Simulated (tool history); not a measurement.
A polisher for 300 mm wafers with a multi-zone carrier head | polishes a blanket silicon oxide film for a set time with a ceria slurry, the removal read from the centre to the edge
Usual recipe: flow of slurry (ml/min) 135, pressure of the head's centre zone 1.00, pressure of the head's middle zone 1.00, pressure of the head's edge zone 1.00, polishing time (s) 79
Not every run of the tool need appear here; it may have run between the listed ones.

run	hour	flow of slurry (ml/min)	pressure of the head's centre zone	pressure of the head's middle zone	pressure of the head's edge zone	polishing time (s)	incoming thickness of the incoming film, nm	film removed at the wafer's centre (angstrom)	film removed at mid-radius (angstrom)	film removed at the wafer's edge (angstrom)
1	0.0	135	1.00	1.00	1.05	79	1920.8	2471	2443	2550
2	96.2	135	1.00	1.00	1.05	79	1901.0	2453	2429	2526
# hour 226.7: carrier head's membrane replaced by a new one
# hour 229.1: centre zone pressure recalibrated
3	252.0	165	1.00	1.00	1.00	79	1882.4	2424	2351	2427
# hour 306.2: worn pad replaced by a new one
4	339.1	165	1.00	1.00	1.00	79	1890.0	2477	2463	2479
5	422.7	165	1.00	1.00	1.00	79	1903.8	2428	2415	2412
# hour 448.7: slurry nozzle cleaned
6	523.8	135	1.00	1.00	1.00	79	1902.5	2547	2503	2450
7	576.3	135	1.00	1.00	1.00	64	1913.4	1973	1968	2014
8	648.7	135	1.00	1.00	1.00	64	1903.0	1907	1924	1927
# hour 713.1: worn pad replaced by a new one
9	729.1	135	1.00	1.00	1.00	79	1928.7	2487	2497	2451
10	801.3	135	1.00	1.00	1.00	79	1928.1	2439	2457	2471
11	837.7	135	1.00	1.00	1.05	79	1943.1	2395	2430	2500
12	914.0	135	1.12	0.90	1.00	79	1909.8	2668	2142	2453
13	995.7	135	1.00	1.00	1.04	79	1910.2	2283	2305	2368
# hour 1031.8: worn pad replaced by a new one
# hour 1059.5: edge zone pressure recalibrated
14	1066.6	135	1.00	1.00	1.00	79	1900.3	2352	2329	2434
# hour 1068.7: slurry nozzle cleaned
# hour 1068.8: centre zone pressure recalibrated
15	1155.4	135	0.88	1.00	1.00	79	1891.0	2242	2508	2519
16	1256.0	135	0.90	1.00	1.00	64	1910.2	1783	1983	1985
17	1309.2	135	1.05	1.11	1.00	94	1898.6	3008	3098	2794
18	1362.2	135	1.00	1.04	1.00	79	1929.0	2349	2403	2347
19	1400.2	135	1.00	1.00	1.00	79	1916.7	2314	2304	2320
# hour 1436.4: worn pad replaced by a new one
20	1468.2	135	0.91	1.07	1.00	89	1896.6	2532	2881	2813
21	1505.6	170	1.04	1.00	1.00	79	1919.3	2640	2508	2523

Consider 5 possible next runs. They are alternatives, not a sequence: every one starts from the tool as it was left by run 21. What does each give?
A	1506.0	135	1.00	1.00	0.88	79	1886.6	?	?	?
B	1506.0	135	0.89	1.00	1.00	91	1886.6	?	?	?
C	1506.0	135	1.12	1.00	1.05	79	1886.6	?	?	?
D	1506.0	135	1.06	1.00	0.97	79	1886.6	?	?	?
E	1506.0	135	1.00	1.00	1.10	79	1886.6	?	?	?

run	film removed at the wafer's centre (angstrom)	film removed at mid-radius (angstrom)	film removed at the wafer's edge (angstrom)
A	2381	2400	2308
B	2439	2765	2822
C	2669	2398	2509
D	2525	2399	2414
E	2381	2399	2568
Stripped of hidden state, with their random variation kept, the same runs would have yielded:
run	film removed at the wafer's centre (angstrom)	film removed at mid-radius (angstrom)	film removed at the wafer's edge (angstrom)
A	2597	2593	2445
B	2660	2988	2990
C	2912	2591	2658
D	2755	2592	2558
E	2597	2592	2721
